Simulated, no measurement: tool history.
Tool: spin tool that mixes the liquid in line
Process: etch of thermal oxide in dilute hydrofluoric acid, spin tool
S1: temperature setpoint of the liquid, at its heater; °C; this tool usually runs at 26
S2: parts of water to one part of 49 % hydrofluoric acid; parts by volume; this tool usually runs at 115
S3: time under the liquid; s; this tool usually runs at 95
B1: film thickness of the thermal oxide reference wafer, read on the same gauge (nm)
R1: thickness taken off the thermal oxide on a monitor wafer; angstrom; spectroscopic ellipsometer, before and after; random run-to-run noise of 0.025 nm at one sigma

{"run": 1, "hour": 0.0, "S1": 26, "S2": 115, "S3": 95, "B1": 50.008, "R1": 41.46}
{"run": 2, "hour": 35.2, "S1": 26, "S2": 115, "S3": 95, "B1": 49.962, "R1": 41.22}
{"run": 3, "hour": 59.5, "S1": 26, "S2": 115, "S3": 50, "B1": 49.981, "R1": 21.74}
{"run": 4, "hour": 73.4, "S1": 26, "S2": 85, "S3": 95, "B1": 49.979, "R1": 58.11}
{"run": 5, "hour": 97.3, "S1": 26, "S2": 115, "S3": 95, "B1": 50.03, "R1": 41.78}
{"run": 6, "hour": 146.6, "S1": 26, "S2": 115, "S3": 95, "B1": 49.998, "R1": 41.79}
{"run": 7, "hour": 182.2, "S1": 28, "S2": 115, "S3": 95, "B1": 50, "R1": 44.13}
{"run": 8, "hour": 212.1, "S1": 28, "S2": 115, "S3": 95, "B1": 49.991, "R1": 44.19}
{"run": 9, "hour": 245.2, "S1": 28, "S2": 115, "S3": 95, "B1": 50.004, "R1": 44.58}
{"run": 10, "hour": 271.2, "S1": 26, "S2": 80, "S3": 95, "B1": 50.004, "R1": 61.99}
{"run": 11, "hour": 286.0, "S1": 26, "S2": 80, "S3": 95, "B1": 49.98, "R1": 62.16}
{"run": 12, "hour": 309.6, "S1": 26, "S2": 100, "S3": 95, "B1": 49.964, "R1": 48.06}
{"run": 13, "hour": 343.4, "S1": 26, "S2": 115, "S3": 95, "B1": 50.046, "R1": 41.26}
{"run": 14, "hour": 375.0, "S1": 29, "S2": 115, "S3": 125, "B1": 50.041, "R1": 61.17}
{"run": 15, "hour": 409.2, "S1": 29.5, "S2": 115, "S3": 95, "B1": 49.946, "R1": 46.52}
{"run": 16, "hour": 434.6, "S1": 26, "S2": 115, "S3": 55, "B1": 50.005, "R1": 24.11}
{"run": 17, "hour": 460.3, "S1": 26, "S2": 115, "S3": 95, "B1": 50.028, "R1": 40.88}
{"run": 18, "hour": 485.6, "S1": 22, "S2": 165, "S3": 70, "B1": 50.03, "R1": 17.29}
{"run": 19, "hour": 508.8, "S1": 21.5, "S2": 115, "S3": 115, "B1": 49.973, "R1": 42.46}
{"run": 20, "hour": 533.5, "S1": 26, "S2": 115, "S3": 40, "B1": 50.002, "R1": 17.41}
{"run": 21, "hour": 556.6, "S1": 26, "S2": 80, "S3": 45, "B1": 49.963, "R1": 29.26}
{"run": 22, "hour": 584.8, "S1": 29.5, "S2": 115, "S3": 110, "B1": 49.937, "R1": 54.65}
{"run": 23, "hour": 611.4, "S1": 28, "S2": 115, "S3": 95, "B1": 50.023, "R1": 44.59}
{"run": 24, "hour": 626.6, "S1": 26, "S2": 165, "S3": 95, "B1": 49.992, "R1": 27.13}
{"run": 25, "hour": 638.8, "S1": 26, "S2": 115, "S3": 55, "B1": 50.028, "R1": 23.64}
{"run": 26, "hour": 655.6, "S1": 26, "S2": 90, "S3": 145, "B1": 50.001, "R1": 82.95}
{"run": 27, "hour": 705.5, "S1": 26, "S2": 115, "S3": 95, "B1": 50.012, "R1": 41.64}
{"run": 28, "hour": 737.1, "S1": 26, "S2": 115, "S3": 95, "B1": 49.975, "R1": 41.3}
{"run": 29, "hour": 766.4, "S1": 29, "S2": 170, "S3": 55, "B1": 49.994, "R1": 16.93}
{"run": 30, "hour": 787.5, "S1": 26, "S2": 115, "S3": 45, "B1": 50.01, "R1": 19.65}
{"run": 31, "hour": 802.9, "S1": 26, "S2": 115, "S3": 95, "B1": 50.028, "R1": 41.19}
{"run": 32, "hour": 836.3, "S1": 29.5, "S2": 155, "S3": 120, "B1": 49.998, "R1": 41.94}
{"run": 33, "hour": 855.6, "S1": 26, "S2": 70, "S3": 55, "B1": 50.044, "R1": 41.94}
{"run": 34, "hour": 908.5, "S1": 26, "S2": 115, "S3": 95, "B1": 49.983, "R1": 41.65}
{"run": 35, "hour": 931.5, "S1": 22.5, "S2": 55, "S3": 60, "B1": 49.97, "R1": 51.22}

Withheld: 3 entries from between the runs. Position of each, and hidden state at the listed run before versus the listed run after:
After run 7, before run 8: gauge calibrated (hour 198.7)
  both runs share identical hidden conditions
After run 16, before run 17: thermometer replaced (hour 458.3)
  both runs share identical hidden conditions
After run 26, before run 27: hydrofluoric acid flow meter replaced (hour 659.7)
  both runs share identical hidden conditions
